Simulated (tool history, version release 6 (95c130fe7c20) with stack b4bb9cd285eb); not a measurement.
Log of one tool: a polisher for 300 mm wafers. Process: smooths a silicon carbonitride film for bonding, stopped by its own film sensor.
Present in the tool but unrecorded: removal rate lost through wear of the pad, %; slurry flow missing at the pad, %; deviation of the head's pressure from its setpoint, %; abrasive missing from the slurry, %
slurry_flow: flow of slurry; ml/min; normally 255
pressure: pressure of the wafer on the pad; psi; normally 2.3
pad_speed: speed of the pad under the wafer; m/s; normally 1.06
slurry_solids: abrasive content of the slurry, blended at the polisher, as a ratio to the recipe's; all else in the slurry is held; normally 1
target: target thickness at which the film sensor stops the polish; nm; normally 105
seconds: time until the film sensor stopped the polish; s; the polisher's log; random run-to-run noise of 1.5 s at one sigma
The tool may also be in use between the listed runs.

| run | day | slurry_flow | pressure | pad_speed | slurry_solids | target | wafers since the last listed run | wafers polished on this pad | hours since the slurry nozzle was cleaned | hours since the head pressure was calibrated | hours since the slurry blender was calibrated | incoming thickness of the incoming film, nm | seconds |
|---|---|---|---|---|---|---|---|---|---|---|---|---|---|
| 1 | 0 | 255 | 2.3 | 1.06 | 1 | 105 | 0 | 6982 | 257.8 | 1072.5 | 239.7 | 130.6 | 84 |
|  | 2.621 | worn pad replaced by a new one |
| 2 | 2.642 | 305 | 2.3 | 1.06 | 1 | 105 | 774 | 6 | 321.2 | 1135.9 | 303.1 | 129 | 76.8 |
| 3 | 5.842 | 255 | 2.3 | 0.9 | 1.25 | 105 | 1001 | 1008 | 398 | 1212.7 | 379.9 | 131.1 | 87.4 |
| 4 | 9.479 | 255 | 2.3 | 0.9 | 1.25 | 105 | 1138 | 2147 | 485.3 | 1300 | 467.2 | 128.2 | 77.5 |
|  | 9.588 | head pressure recalibrated |
|  | 11.3 | slurry blender recalibrated |
| 5 | 13.354 | 255 | 2.3 | 1.06 | 1 | 105 | 1160 | 3307 | 578.3 | 90.4 | 49.3 | 131.9 | 87.9 |
| 6 | 17.388 | 255 | 2.3 | 1.06 | 1 | 105 | 1262 | 4570 | 675.1 | 187.2 | 146.1 | 129.6 | 83.1 |
| 7 | 23.846 | 255 | 2.3 | 1.06 | 1 | 105 | 2021 | 6592 | 830.1 | 342.2 | 301.1 | 127.7 | 73.2 |
|  | 25.058 | worn pad replaced by a new one |
| 8 | 25.908 | 255 | 2.3 | 1.06 | 1 | 105 | 593 | 265 | 879.6 | 391.7 | 350.6 | 129.5 | 83.4 |
|  | 26.258 | slurry nozzle cleaned |
| 9 | 30.075 | 255 | 2.3 | 1.06 | 1 | 105 | 1291 | 1556 | 91.6 | 491.7 | 450.6 | 130.4 | 79.2 |
|  | 33.838 | slurry blender recalibrated |
| 10 | 34.421 | 255 | 2.3 | 1.06 | 1 | 105 | 1334 | 2891 | 195.9 | 596 | 14 | 130.2 | 83.2 |
| 11 | 38.079 | 255 | 3.1 | 1.06 | 1 | 112 | 1145 | 4036 | 283.7 | 683.8 | 101.8 | 131.1 | 43.6 |
| 12 | 41.325 | 255 | 1.5 | 1.06 | 1 | 110 | 1016 | 5052 | 361.6 | 761.7 | 179.7 | 130 | 100.6 |
| 13 | 43.717 | 255 | 2.3 | 1.4 | 1 | 103 | 748 | 5801 | 419 | 819.1 | 237.1 | 132.2 | 76.2 |
|  | 47.625 | worn pad replaced by a new one |
| 14 | 48.217 | 255 | 2.3 | 1.06 | 1 | 105 | 1356 | 185 | 527 | 927.1 | 345.1 | 132.6 | 89.7 |
| 15 | 51.562 | 255 | 2.3 | 1.06 | 0.85 | 105 | 1047 | 1233 | 607.3 | 1007.4 | 425.4 | 130.4 | 91.4 |
| 16 | 54.129 | 255 | 2.3 | 1.06 | 1 | 105 | 803 | 2036 | 668.9 | 1069 | 487 | 127.5 | 75.9 |
|  | 56.25 | slurry nozzle cleaned |
| 17 | 58.233 | 255 | 2.3 | 0.74 | 1.15 | 105 | 1271 | 3308 | 47.6 | 1167.5 | 585.5 | 128.7 | 93.3 |
|  | 60.15 | slurry blender recalibrated |
|  | 60.633 | head pressure recalibrated |
| 18 | 61.512 | 255 | 2.3 | 1.06 | 0.7 | 105 | 974 | 4282 | 126.3 | 21.1 | 32.7 | 128.7 | 90.6 |
| 19 | 65.279 | 255 | 2.3 | 1.06 | 1 | 105 | 1179 | 5461 | 216.7 | 111.5 | 123.1 | 130.1 | 80.3 |
| 20 | 66.946 | 255 | 2.3 | 1.06 | 1 | 105 | 521 | 5983 | 256.7 | 151.5 | 163.1 | 130.7 | 83.1 |
| 21 | 69.392 | 255 | 2.3 | 1.06 | 1.3 | 105 | 765 | 6748 | 315.4 | 210.2 | 221.8 | 129.7 | 71.2 |
| 22 | 72.721 | 255 | 2.3 | 1.06 | 0.8 | 110 | 1042 | 7790 | 395.3 | 290.1 | 301.7 | 131.8 | 79.5 |
|  | 74.658 | worn pad replaced by a new one |
| 23 | 77.062 | 255 | 2.7 | 1.06 | 1 | 105 | 1306 | 752 | 499.5 | 394.3 | 405.9 | 127.7 | 65.7 |
| 24 | 78.779 | 300 | 2.3 | 1.16 | 0.8 | 105 | 537 | 1290 | 540.7 | 435.5 | 447.1 | 131 | 85.2 |
| 25 | 81.071 | 255 | 2.3 | 1.06 | 1 | 105 | 717 | 2007 | 595.7 | 490.5 | 502.1 | 130.5 | 82.6 |
|  | 81.862 | slurry blender recalibrated |
| 26 | 82.938 | 255 | 2.9 | 0.78 | 1 | 105 | 558 | 2565 | 640.5 | 535.3 | 25.8 | 130.2 | 86.1 |
|  | 85.138 | slurry nozzle cleaned |
| 27 | 85.254 | 255 | 2 | 1.06 | 1 | 105 | 712 | 3277 | 2.8 | 590.9 | 81.4 | 132.7 | 98.9 |
| 28 | 87.271 | 295 | 1.7 | 0.96 | 1.25 | 105 | 631 | 3909 | 51.2 | 639.3 | 129.8 | 129.2 | 99.6 |
| 29 | 90.558 | 255 | 2.3 | 1.06 | 1 | 105 | 1029 | 4938 | 130.1 | 718.2 | 208.7 | 131.6 | 85.8 |

Hidden state or all else? Some run-to-run changes of seconds, split into what the settings, what came in and random variation would give without the hidden state, and what is left for the hidden state (with any gauge scatter that isn't in both results):
Run 8 -> 9: slurry nozzle cleaned. seconds -4.2 s: hidden state -4.7, all else +0.5.
Run 10 -> 11: pressure 2.3 -> 3.1, target 105 -> 112. seconds -39.6 s: hidden state -0.8, all else -38.8.
Run 11 -> 12: pressure 3.1 -> 1.5, target 112 -> 110. seconds +57 s: hidden state +3.1, all else +53.9.
Run 26 -> 27: pressure 2.9 -> 2, pad_speed 0.78 -> 1.06, slurry nozzle cleaned. seconds +12.8 s: hidden state -5.7, all else +18.5.
